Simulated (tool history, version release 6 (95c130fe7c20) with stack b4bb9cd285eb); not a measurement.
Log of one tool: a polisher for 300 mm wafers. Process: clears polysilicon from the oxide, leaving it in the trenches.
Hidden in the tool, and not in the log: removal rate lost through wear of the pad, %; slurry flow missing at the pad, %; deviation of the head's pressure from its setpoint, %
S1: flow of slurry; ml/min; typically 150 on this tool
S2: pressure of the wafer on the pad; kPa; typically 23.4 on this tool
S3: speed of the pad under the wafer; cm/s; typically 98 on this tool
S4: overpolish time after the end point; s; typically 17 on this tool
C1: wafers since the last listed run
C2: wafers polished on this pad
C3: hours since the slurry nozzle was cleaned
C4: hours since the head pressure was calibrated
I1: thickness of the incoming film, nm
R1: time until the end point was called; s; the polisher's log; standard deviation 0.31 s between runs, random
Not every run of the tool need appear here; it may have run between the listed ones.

| run | day | S1 | S2 | S3 | S4 | C1 | C2 | C3 | C4 | I1 | R1 |
|---|---|---|---|---|---|---|---|---|---|---|---|
| 1 | 0 | 150 | 23.4 | 98 | 17 | 0 | 897 | 317.9 | 27.6 | 336.1 | 20 |
| 2 | 2.825 | 150 | 23.4 | 98 | 17 | 466 | 1363 | 385.7 | 95.4 | 340 | 19.9 |
| 3 | 4.196 | 150 | 23.4 | 98 | 15 | 226 | 1589 | 418.6 | 128.3 | 336.8 | 19.7 |
| 4 | 6.117 | 150 | 23.4 | 98 | 15 | 316 | 1906 | 464.7 | 174.4 | 335.1 | 19.8 |
|  | 6.288 | slurry nozzle cleaned |
| 5 | 8.496 | 150 | 23.4 | 98 | 15 | 385 | 2291 | 53 | 231.5 | 342.1 | 19.5 |
| 6 | 11.1 | 150 | 23.4 | 98 | 17 | 429 | 2721 | 115.5 | 294 | 344.1 | 19.8 |
|  | 11.954 | worn pad replaced by a new one |
| 7 | 13.812 | 150 | 23.4 | 98 | 17 | 420 | 306 | 180.6 | 359.1 | 339.7 | 19 |
| 8 | 15.912 | 150 | 20.7 | 98 | 17 | 346 | 652 | 231 | 409.5 | 340.6 | 22.6 |
| 9 | 17.354 | 150 | 20.7 | 98 | 17 | 237 | 890 | 265.6 | 444.1 | 337.7 | 21.8 |
| 10 | 18.754 | 150 | 20.7 | 98 | 17 | 230 | 1121 | 299.2 | 477.7 | 342.7 | 21.8 |
| 11 | 21.083 | 150 | 23.4 | 98 | 13 | 384 | 1506 | 355.1 | 533.6 | 341.4 | 18.9 |
|  | 21.35 | head pressure recalibrated, repeated, since the last time left the tool worse |
| 12 | 22.729 | 150 | 23.4 | 98 | 13 | 257 | 1763 | 394.6 | 33.1 | 338.4 | 21.1 |
| 13 | 25.454 | 115 | 31.7 | 98 | 17 | 449 | 2213 | 460 | 98.5 | 342.7 | 17.4 |
|  | 27.633 | slurry nozzle cleaned |
| 14 | 28.438 | 150 | 23.4 | 98 | 15 | 485 | 2698 | 19.3 | 170.1 | 336.1 | 21.7 |
|  | 30.038 | worn pad replaced by a new one |
| 15 | 30.996 | 165 | 20 | 98 | 21 | 394 | 158 | 80.7 | 231.5 | 345 | 24.7 |
| 16 | 33.771 | 110 | 20 | 128 | 25 | 457 | 616 | 147.3 | 298.1 | 340.2 | 20.4 |
| 17 | 35.162 | 150 | 23.4 | 76 | 7 | 229 | 845 | 180.7 | 331.5 | 337.1 | 27.1 |
| 18 | 36.592 | 150 | 23.4 | 122 | 17 | 235 | 1081 | 215 | 365.8 | 343.5 | 17.3 |
|  | 42.917 | head pressure recalibrated |
| 19 | 45.342 | 170 | 23.4 | 98 | 17 | 1429 | 2511 | 425 | 58.2 | 341.4 | 21.5 |
| 20 | 47.667 | 150 | 18.6 | 116 | 10 | 383 | 2895 | 480.8 | 114 | 333.9 | 23.1 |
|  | 48.542 | slurry nozzle cleaned |
| 21 | 50.371 | 150 | 27.6 | 126 | 21 | 439 | 3334 | 43.9 | 178.9 | 342.6 | 14.2 |
|  | 51.233 | worn pad replaced by a new one |
| 22 | 52.654 | 150 | 23.4 | 98 | 10 | 349 | 234 | 98.7 | 233.7 | 334.7 | 20.8 |
| 23 | 55.179 | 150 | 23.4 | 98 | 10 | 416 | 651 | 159.3 | 294.3 | 338.4 | 21.7 |
| 24 | 57.442 | 150 | 15.9 | 98 | 12 | 373 | 1024 | 213.6 | 348.6 | 337.9 | 32.1 |
| 25 | 58.804 | 190 | 16.5 | 114 | 17 | 224 | 1249 | 246.3 | 381.3 | 338.6 | 24.4 |
| 26 | 60.808 | 150 | 23.4 | 98 | 17 | 330 | 1579 | 294.4 | 429.4 | 343.5 | 20.6 |
|  | 61.383 | head pressure recalibrated |
| 27 | 62.129 | 115 | 31 | 122 | 17 | 204 | 1784 | 326.1 | 17.9 | 332.4 | 13.4 |
| 28 | 64.333 | 150 | 23.4 | 98 | 17 | 363 | 2147 | 379 | 70.8 | 333.3 | 21.7 |
| 29 | 65.671 | 125 | 23.4 | 82 | 17 | 220 | 2368 | 411.1 | 102.9 | 343.1 | 27.7 |
| 30 | 66.812 | 150 | 21.4 | 98 | 17 | 188 | 2556 | 438.5 | 130.3 | 341.2 | 23.4 |
|  | 68.912 | worn pad replaced by a new one |
| 31 | 68.933 | 190 | 30.3 | 80 | 13 | 322 | 3 | 489.4 | 181.2 | 337.3 | 20 |
|  | 69.3 | slurry nozzle cleaned |
| 32 | 70.304 | 150 | 23.4 | 64 | 17 | 219 | 222 | 24.1 | 214.1 | 336.2 | 32.7 |
| 33 | 71.633 | 150 | 15.9 | 98 | 22 | 219 | 441 | 56 | 246 | 335.3 | 31 |

Run-by-run hidden state of the tool:
removal rate lost through wear of the pad, %: 0 across all the runs
slurry flow missing at the pad, %: 0 across all the runs
H1: deviation of the head's pressure from its setpoint, %
| run | H1 |
|---|---|
| 1 | 9.78 |
| 2 | 10.6 |
| 3 | 10.9 |
| 4 | 11.5 |
| 5 | 12.1 |
| 6 | 12.9 |
| 7 | 13.6 |
| 8 | 14.2 |
| 9 | 14.6 |
| 10 | 15 |
| 11 | 15.6 |
| 12 | 0.0256 |
| 13 | 0.783 |
| 14 | 1.61 |
| 15 | 2.32 |
| 16 | 3.09 |
| 17 | 3.48 |
| 18 | 3.88 |
| 19 | 0.309 |
| 20 | 0.955 |
| 21 | 1.71 |
| 22 | 2.34 |
| 23 | 3.04 |
| 24 | 3.67 |
| 25 | 4.05 |
| 26 | 4.61 |
| 27 | -0.0409 |
| 28 | 0.572 |
| 29 | 0.944 |
| 30 | 1.26 |
| 31 | 1.85 |
| 32 | 2.23 |
| 33 | 2.6 |
